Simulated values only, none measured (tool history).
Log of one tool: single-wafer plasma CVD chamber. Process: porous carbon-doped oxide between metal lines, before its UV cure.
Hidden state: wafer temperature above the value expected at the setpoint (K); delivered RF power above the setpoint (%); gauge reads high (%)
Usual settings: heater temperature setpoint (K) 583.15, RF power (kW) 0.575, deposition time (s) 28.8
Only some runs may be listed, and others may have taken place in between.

run     day  heater temperature setpoint (K)  RF power (kW)  deposition time (s)  wafers since the last listed run  hours since the last thermocouple change  hours since the last RF generator calibration  hours since the showerhead was replaced  hours since the gauge calibration  read-back reference wafer on the same gauge, thickness_nm  mean film thickness on the monitor wafer (Å)
  1       0                           583.15          0.665                 28.8                                 0                                    1461.8                                         1957.3                                   5619.7                              558.6                                                    171.983                                       1744.22
  2   0.875                           583.15          0.665                 28.8                               571                                    1482.8                                         1978.3                                   5640.7                              579.6                                                     172.07                                       1728.14
  3   2.029                           583.15          0.665                 28.8                               753                                    1510.5                                           2006                                   5668.4                              607.3                                                    172.096                                       1737.54
      2.425  -- thermocouple changed; heater temperature recalibrated
  4   3.383                           583.15          0.575                 28.8                               666                                        23                                         2038.5                                   5700.9                              639.8                                                    172.182                                        1580.9
  5   6.538                           583.15          0.575                 28.8                              2059                                      98.7                                         2114.2                                   5776.6                              715.5                                                    172.285                                       1585.98
      7.504  -- RF generator calibrated
  6     7.9                           583.15          0.575                 28.8                               671                                     131.4                                            9.5                                   5809.3                              748.2                                                    172.463                                       1584.63
  7   8.671                           573.15          0.575                 28.8                               503                                     149.9                                             28                                   5827.8                              766.7                                                    172.226                                       1676.33
  8  10.008                           573.15          0.575                 28.8                               873                                       182                                           60.1                                   5859.9                              798.8                                                    172.213                                       1683.14
  9  11.175                           573.15          0.575                 28.8                               761                                       210                                           88.1                                   5887.9                              826.8                                                     172.45                                       1670.68
 10  12.621                           583.15          0.575                 28.8                               943                                     244.7                                          122.8                                   5922.6                              861.5                                                    172.326                                        1589.6
 11  13.529                           583.15           0.69                 28.8                               592                                     266.5                                          144.6                                   5944.4                              883.3                                                    172.419                                       1796.41
      14.55  -- showerhead replaced
 12  14.883                           583.15           0.54                 28.8                               666                                       299                                          177.1                                        8                              915.8                                                    172.482                                       1511.44
 13  16.367                           583.15          0.575                 28.8                               968                                     334.6                                          212.7                                     43.6                              951.4                                                    172.519                                       1584.31
     17.917  -- gauge calibrated
 14  18.442                           583.15           0.67                 28.8                              1354                                     384.4                                          262.5                                     93.4                               12.6                                                     166.95                                       1696.69
 15  19.167                           579.15          0.685                 30.3                               473                                     401.8                                          279.9                                    110.8                                 30                                                    167.161                                        1846.9
 16  19.821                           583.15          0.625                 32.1                               427                                     417.5                                          295.6                                    126.5                               45.7                                                    167.451                                       1812.29
 17  21.083                           578.15          0.575                 28.8                               824                                     447.8                                          325.9                                    156.8                                 76                                                    167.934                                       1589.99
 18  22.567                           583.15          0.575                 28.8                               968                                     483.4                                          361.5                                    192.4                              111.6                                                    168.406                                       1546.74
 19  23.092                           583.15          0.575                 23.8                               342                                       496                                          374.1                                      205                              124.2                                                    168.634                                       1288.82
 20    23.6                           592.15           0.61                 30.7                               331                                     508.2                                          386.3                                    217.2                              136.4                                                    168.523                                       1613.39
 21  24.983                           573.15          0.575                 25.5                               903                                     541.4                                          419.5                                    250.4                              169.6                                                    169.114                                       1459.87
 22  25.725                           583.15          0.575                 24.3                               484                                     559.2                                          437.3                                    268.2                              187.4                                                    169.022                                       1322.99
 23  27.171                           583.15          0.605                 28.8                               943                                     593.9                                            472                                    302.9                              222.1                                                    169.585                                       1598.22
 24  27.754                           578.15           0.46                 33.6                               380                                     607.9                                            486                                    316.9                              236.1                                                    169.567                                       1602.21
 25  28.675                           583.15          0.575                 28.8                               601                                       630                                          508.1                                      339                              258.2                                                    170.031                                       1558.57
 26  29.212                           587.15           0.53                 27.1                               350                                     642.9                                            521                                    351.9                              271.1                                                     169.99                                       1353.85
 27    29.9                           583.15          0.575                 33.3                               448                                     659.4                                          537.5                                    368.4                              287.6                                                    170.168                                       1797.58
 28  31.325                           593.15          0.575                 28.8                               930                                     693.6                                          571.7                                    402.6                              321.8                                                     170.28                                       1487.88
 29  32.279                           570.15          0.505                 32.1                               622                                     716.5                                          594.6                                    425.5                              344.7                                                    170.457                                       1724.52
 30  33.375                           583.15          0.575                 28.8                               715                                     742.8                                          620.9                                    451.8                                371                                                    170.649                                       1562.43
 31  34.025                           583.15          0.515                 28.8                               424                                     758.4                                          636.5                                    467.4                              386.6                                                    170.456                                       1452.61
 32  35.421                           583.15          0.575                 28.8                               911                                     791.9                                            670                                    500.9                              420.1                                                     170.91                                       1563.38
 33  36.692                           583.15          0.575                 28.8                               829                                     822.4                                          700.5                                    531.4                              450.6                                                    170.912                                       1568.42
 34  37.921                           583.15           0.54                 28.8                               802                                     851.9                                            730                                    560.9                              480.1                                                    171.046                                       1507.67

Exercise: give the hidden state of the tool at every run:
wafer temperature above the value expected at the setpoint (K): 0, the same for each run
delivered RF power above the setpoint (%): 0, the same for each run
H1: gauge reads high (%)
run       H1
  1     2.94
  2     2.97
  3     3.02
  4     3.06
  5     3.15
  6     3.18
  7     3.19
  8     3.22
  9     3.24
 10     3.26
 11     3.27
 12     3.29
 13     3.31
 14  -0.0517
 15    0.127
 16     0.28
 17    0.553
 18     0.84
 19    0.934
 20     1.02
 21     1.24
 22     1.35
 23     1.54
 24     1.61
 25     1.72
 26     1.78
 27     1.85
 28     1.99
 29     2.07
 30     2.16
 31      2.2
 32      2.3
 33     2.38
 34     2.45

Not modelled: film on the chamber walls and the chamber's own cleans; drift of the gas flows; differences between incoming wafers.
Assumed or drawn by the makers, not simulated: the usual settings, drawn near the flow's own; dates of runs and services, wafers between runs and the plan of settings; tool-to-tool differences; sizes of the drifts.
